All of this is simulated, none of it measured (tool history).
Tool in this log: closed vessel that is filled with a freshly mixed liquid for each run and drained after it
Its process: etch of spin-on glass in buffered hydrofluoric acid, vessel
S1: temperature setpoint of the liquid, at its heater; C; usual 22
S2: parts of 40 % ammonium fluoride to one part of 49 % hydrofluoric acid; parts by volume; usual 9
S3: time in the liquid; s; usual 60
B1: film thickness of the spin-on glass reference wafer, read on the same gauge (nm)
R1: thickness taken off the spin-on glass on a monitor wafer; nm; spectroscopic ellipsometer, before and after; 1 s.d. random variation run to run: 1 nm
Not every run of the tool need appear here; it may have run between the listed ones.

run    hour    S1    S2  S3     B1      R1
  1       0    22     9  60  50.03  163.71
  2    83.9    22     9  60  49.98  163.09
  3   135.9    22     9  60  50.03  164.74
  4   229.9    22     9  60  50.01  164.81
  5   299.4    22     9  60  49.99  166.05
  6   403.1    22     9  60  50.01  165.09
  7   458.2    22     9  60  49.98   164.9
  8   497.3    22     9  60  49.98  165.16
  9   590.4    22    10  60  49.96  154.44
 10   638.6    22    10  60  49.98  154.52
 11   912.6    22     7  45  49.98  163.36
 12   967.8    22     7  45  50.01  163.79
 13  1260.8    22     9  60  50.01  163.95
 14  1303.2    22     9  60     50  164.53
 15  1401.7    25     9  60  49.97  192.52
 16  1460.8    26     9  60  50.03  208.09
 17    1544    20    11  85  49.95  178.62
 18  1606.5    24  11.5  35  50.01   86.81
 19    1669    22     9  60  50.03  164.21
 20  1713.9    27     9  60  50.01  216.98
 21  1800.5  17.5     9  60  50.04  130.02
 22  1838.2    26  11.5  30  50.01   84.13
 23  1883.1    22     9  60  50.05  164.63
 24  1985.8    19     8  60  49.94  160.11
 25  2045.1    22     9  70  49.98  194.05
 26  2134.5    22     9  85  50.01  232.11
 27  2190.1    22     9  60  50.04  165.21
 28    2439    22    10  60  49.98  154.14
 29  2626.5    22    11  60  49.96  142.28
 30  2718.7  18.5     6  35  50.02   118.5
 31    2792    25    11  40  50.01  110.29
 32    2867    22     9  60  49.97   165.2

Between the runs listed above, the log contained 5 entries, not reproduced here. Where in the sequence does each belong, and how does what the log doesn't record of the tool's condition differ from the listed run before to the listed run after?
Run 4 -> run 5: gauge calibrated (hour 252.8)
  nothing in the hidden state changes from one run to the other
Run 10 -> run 11: thermometer replaced (hour 755.9)
  nothing in the hidden state changes from one run to the other
Run 16 -> run 17: hydrofluoric acid flow meter replaced (hour 1485.8)
  nothing in the hidden state changes from one run to the other
Run 27 -> run 28: gauge calibrated (hour 2240.8)
  nothing in the hidden state changes from one run to the other
Run 30 -> run 31: thermometer replaced (hour 2753.9)
  nothing in the hidden state changes from one run to the other
